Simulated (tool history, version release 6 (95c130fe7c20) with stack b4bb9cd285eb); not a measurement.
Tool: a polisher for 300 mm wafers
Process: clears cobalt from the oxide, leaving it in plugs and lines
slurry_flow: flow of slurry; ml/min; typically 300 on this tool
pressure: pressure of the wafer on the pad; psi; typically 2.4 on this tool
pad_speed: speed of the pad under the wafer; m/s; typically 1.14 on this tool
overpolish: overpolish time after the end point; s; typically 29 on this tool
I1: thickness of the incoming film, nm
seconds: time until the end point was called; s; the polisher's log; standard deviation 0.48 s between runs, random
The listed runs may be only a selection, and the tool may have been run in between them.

run 1 day=0 | slurry_flow=300 pressure=2.1 pad_speed=1.14 overpolish=29 | I1=189.7 | seconds=38.8
-- day=0.608 worn pad replaced by a new one
run 2 day=1.229 | slurry_flow=300 pressure=2.4 pad_speed=1.14 overpolish=29 | I1=186.7 | seconds=34
-- day=1.379 slurry nozzle cleaned
run 3 day=2.475 | slurry_flow=300 pressure=2.4 pad_speed=1.14 overpolish=29 | I1=189.5 | seconds=34.4
run 4 day=4.579 | slurry_flow=300 pressure=2.4 pad_speed=1.14 overpolish=29 | I1=190.2 | seconds=34.2
-- day=6.654 worn pad replaced by a new one
run 5 day=7.358 | slurry_flow=300 pressure=2.4 pad_speed=1.14 overpolish=29 | I1=188.3 | seconds=32.5
run 6 day=9 | slurry_flow=300 pressure=2.4 pad_speed=1.14 overpolish=29 | I1=187.8 | seconds=32.9
run 7 day=10.662 | slurry_flow=300 pressure=2.4 pad_speed=1.14 overpolish=29 | I1=188.1 | seconds=32.4
-- day=12.483 worn pad replaced by a new one
run 8 day=12.762 | slurry_flow=300 pressure=3.1 pad_speed=1.14 overpolish=25 | I1=187.3 | seconds=25.1
run 9 day=15.304 | slurry_flow=275 pressure=2.4 pad_speed=0.96 overpolish=36 | I1=189.7 | seconds=36.9
-- day=17.85 head pressure recalibrated
-- day=17.867 worn pad replaced by a new one
run 10 day=17.888 | slurry_flow=300 pressure=2.4 pad_speed=1.14 overpolish=29 | I1=189.6 | seconds=35.7
run 11 day=19.338 | slurry_flow=210 pressure=2.4 pad_speed=1.14 overpolish=20 | I1=193.1 | seconds=37.4
-- day=20.367 slurry nozzle cleaned
run 12 day=20.671 | slurry_flow=335 pressure=2.1 pad_speed=1.48 overpolish=43 | I1=188.3 | seconds=31.7
run 13 day=22.204 | slurry_flow=375 pressure=2 pad_speed=1.14 overpolish=29 | I1=190.2 | seconds=41.7

What will run 14 give?
-- day=23.875 worn pad replaced by a new one
run 14 day=24.267 | slurry_flow=300 pressure=1.9 pad_speed=1.14 overpolish=29 | I1=187.4 | seconds=?

Run 14 produced seconds 43.5 s.
Without the tool's hidden state the same run would have given seconds 44.7 s.
